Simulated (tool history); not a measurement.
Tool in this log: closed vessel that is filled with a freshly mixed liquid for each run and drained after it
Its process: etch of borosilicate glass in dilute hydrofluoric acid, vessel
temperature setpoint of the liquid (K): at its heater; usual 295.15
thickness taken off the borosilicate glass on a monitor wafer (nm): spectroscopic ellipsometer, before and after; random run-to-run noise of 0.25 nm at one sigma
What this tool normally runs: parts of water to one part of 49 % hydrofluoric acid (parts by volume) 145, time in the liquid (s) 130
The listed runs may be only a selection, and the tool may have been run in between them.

run   hour  temperature setpoint of the liquid (K)  parts of water to one part of 49 % hydrofluoric acid (parts by volume)  time in the liquid (s)  wafers since the last listed run  hours since the thermometer was replaced  hours since the hydrofluoric acid flow meter was replaced  hours since the gauge calibration  read-back film thickness of the borosilicate glass reference wafer, read on the same gauge (nm)  thickness taken off the borosilicate glass on a monitor wafer (nm)
  1    0.0                                  295.15                                                                      95                     130                                 0                                     831.1                                                     1308.7                              108.9                                                                                           139.99                                                               53.93
  2   13.2                                  295.15                                                                     145                     130                              1660                                     844.3                                                     1321.9                              122.1                                                                                           139.99                                                               33.65
  3   27.3                                  295.15                                                                     145                     130                              1773                                     858.4                                                     1336.0                              136.2                                                                                           140.00                                                               33.49
  4   45.2                                  295.15                                                                     145                     130                              2251                                     876.3                                                     1353.9                              154.1                                                                                           140.01                                                               33.13
  5   55.9                                  295.15                                                                     145                     130                              1345                                     887.0                                                     1364.6                              164.8                                                                                           139.97                                                               33.29
  6   67.4                                  295.15                                                                     145                     130                              1446                                     898.5                                                     1376.1                              176.3                                                                                           140.00                                                               33.24
  7   79.6                                  295.15                                                                     145                     130                              1534                                     910.7                                                     1388.3                              188.5                                                                                           140.01                                                               33.54
      83.0  -- gauge calibrated
  8   88.4                                  295.15                                                                     145                     130                              1106                                     919.5                                                     1397.1                                5.4                                                                                           140.01                                                               33.81
  9  102.8                                  295.15                                                                     145                     130                              1811                                     933.9                                                     1411.5                               19.8                                                                                           140.02                                                               33.91
 10  151.4                                  295.15                                                                     145                     130                              6113                                     982.5                                                     1460.1                               68.4                                                                                           140.00                                                               33.50
     162.9  -- thermometer replaced
 11  168.5                                  295.15                                                                     145                     130                              2025                                       5.6                                                     1477.2                               85.5                                                                                           139.99                                                               29.94
 12  204.8                                  293.15                                                                     145                      70                              4566                                      41.9                                                     1513.5                              121.8                                                                                           140.01                                                               15.19
 13  215.5                                  295.15                                                                     105                     130                              1345                                      52.6                                                     1524.2                              132.5                                                                                           139.99                                                               44.69
 14  232.6                                  295.15                                                                     145                     130                              2151                                      69.7                                                     1541.3                              149.6                                                                                           140.02                                                               30.26
     243.8  -- hydrofluoric acid flow meter replaced
 15  248.1                                  299.15                                                                     185                     185                              1823                                      85.2                                                        4.3                              165.1                                                                                           140.03                                                               42.14
 16  293.9                                  300.15                                                                     190                     105                              5761                                     131.0                                                       50.1                              210.9                                                                                           140.01                                                               24.44
 17  301.3                                  295.15                                                                     145                     130                               930                                     138.4                                                       57.5                              218.3                                                                                           140.03                                                               34.48
 18  316.0                                  295.15                                                                     145                     130                              1849                                     153.1                                                       72.2                              233.0                                                                                           139.99                                                               34.25
     321.7  -- gauge calibrated
 19  333.6                                  292.65                                                                     145                      95                              2213                                     170.7                                                       89.8                               11.9                                                                                           139.99                                                               22.78
 20  340.0                                  295.15                                                                     145                      80                               805                                     177.1                                                       96.2                               18.3                                                                                           140.01                                                               21.18
 21  392.9                                  298.65                                                                      85                      85                              6654                                     230.0                                                      149.1                               71.2                                                                                           140.01                                                               48.11
 22  410.7                                  295.15                                                                     145                     130                              2239                                     247.8                                                      166.9                               89.0                                                                                           140.01                                                               34.30
 23  422.0                                  292.65                                                                     180                     130                              1421                                     259.1                                                      178.2                              100.3                                                                                           140.02                                                               24.10

Predict each of these 5 candidate next runs independently; none follows another, all start after run 23:
  A  422.7                                  290.65                                                                     145                     130                                88                                     259.8                                                      178.9                              101.0                                                                                                ?                                                                   ?
  B  422.7                                  299.15                                                                     165                      55                                88                                     259.8                                                      178.9                              101.0                                                                                                ?                                                                   ?
  C  422.7                                  299.15                                                                     145                     160                                88                                     259.8                                                      178.9                              101.0                                                                                                ?                                                                   ?
  D  422.7                                  300.15                                                                     145                      60                                88                                     259.8                                                      178.9                              101.0                                                                                                ?                                                                   ?
  E  422.7                                  295.15                                                                     145                     175                                88                                     259.8                                                      178.9                              101.0                                                                                                ?                                                                   ?

run  read-back film thickness of the borosilicate glass reference wafer, read on the same gauge (nm)  thickness taken off the borosilicate glass on a monitor wafer (nm)
  A                                                                                           140.01                                                               28.65
  B                                                                                           140.01                                                               14.46
  C                                                                                           140.01                                                               49.05
  D                                                                                           140.01                                                               19.09
  E                                                                                           140.01                                                               46.09
With no hidden state in the tool, these same runs would have given:
run  thickness taken off the borosilicate glass on a monitor wafer (nm)
  A                                                               28.77
  B                                                               14.58
  C                                                               49.43
  D                                                               19.24
  E                                                               46.37

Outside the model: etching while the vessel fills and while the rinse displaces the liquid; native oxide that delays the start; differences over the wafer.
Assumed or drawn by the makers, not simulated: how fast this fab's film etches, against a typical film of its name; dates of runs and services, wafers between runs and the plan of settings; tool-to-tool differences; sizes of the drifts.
